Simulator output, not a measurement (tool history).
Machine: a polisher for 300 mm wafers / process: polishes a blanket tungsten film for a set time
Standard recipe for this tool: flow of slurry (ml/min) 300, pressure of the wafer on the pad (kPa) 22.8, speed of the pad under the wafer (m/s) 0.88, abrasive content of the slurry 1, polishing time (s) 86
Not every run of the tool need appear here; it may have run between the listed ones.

run,hour,flow of slurry (ml/min),pressure of the wafer on the pad (kPa),speed of the pad under the wafer (m/s),abrasive content of the slurry,polishing time (s),wafers since the last listed run,wafers polished on this pad,hours since the slurry nozzle was cleaned,hours since the head pressure was calibrated,hours since the slurry blender was calibrated,hours since the slurry got fresh peroxide,"incoming thickness of the incoming film, nm",film removed (angstrom)
1,0,300,22.8,0.88,1,86,0,1692,122.5,17,328,278.9,1549.3,2510
2,40.5,300,22.8,0.88,1,86,233,1925,163,57.5,368.5,319.4,1517.3,2430
# hour 59.9: slurry tank refilled with fresh slurry and peroxide
# hour 79.5: slurry blender recalibrated
# hour 98.5: worn pad replaced by a new one
3,133,300,22.8,0.88,1,86,492,198,255.5,150,53.5,73.1,1508.5,2810
4,176.7,300,22.8,0.88,1,86,251,450,299.2,193.7,97.2,116.8,1551.1,2686
5,251.9,300,22.8,0.88,1,86,433,884,374.4,268.9,172.4,192,1550.6,2692
# hour 377.3: head pressure recalibrated
# hour 395.6: slurry tank refilled with fresh slurry and peroxide
# hour 498.4: slurry blender recalibrated
# hour 515.4: worn pad replaced by a new one
6,537.1,300,22.8,1.08,1.1,86,1592,124,659.6,159.8,38.7,141.5,1516.2,3497
7,635.9,230,22.8,0.88,0.9,86,569,694,758.4,258.6,137.5,240.3,1508.2,2587
8,674.8,300,22.8,0.88,1,86,224,918,797.3,297.5,176.4,279.2,1527.3,2638
# hour 719.5: slurry nozzle cleaned
# hour 720.4: slurry tank refilled with fresh slurry and peroxide
9,782.2,300,22.8,0.88,1,86,608,1527,62.7,404.9,283.8,61.8,1550.6,2529
# hour 790.2: head pressure recalibrated
10,822.5,300,22.8,0.88,1,86,220,1748,103,32.3,324.1,102.1,1504.9,2499
# hour 883.5: worn pad replaced by a new one
# hour 903.4: slurry blender recalibrated
11,926.7,300,22.8,0.88,1,86,566,237,207.2,136.5,23.3,206.3,1534.2,2820
12,1013.1,300,22.8,0.88,1,86,498,735,293.6,222.9,109.7,292.7,1565.4,2718
13,1079.3,300,22.8,0.88,1,86,381,1117,359.8,289.1,175.9,358.9,1527.5,2670
# hour 1105.7: head pressure recalibrated
14,1120.4,300,22.8,0.88,1.2,86,225,1343,400.9,14.7,217,400,1549.6,2654

Run 15 is up next; what results do you expect?
# hour 1137.6: slurry tank refilled with fresh slurry and peroxide
15,1217.9,300,22.8,0.88,0.7,86,556,1899,498.4,112.2,314.5,80.3,1525,?

film removed (angstrom): 2344
With the hidden condition absent and the run-to-run variation left alone, this run would have shown film removed (angstrom) 2767.

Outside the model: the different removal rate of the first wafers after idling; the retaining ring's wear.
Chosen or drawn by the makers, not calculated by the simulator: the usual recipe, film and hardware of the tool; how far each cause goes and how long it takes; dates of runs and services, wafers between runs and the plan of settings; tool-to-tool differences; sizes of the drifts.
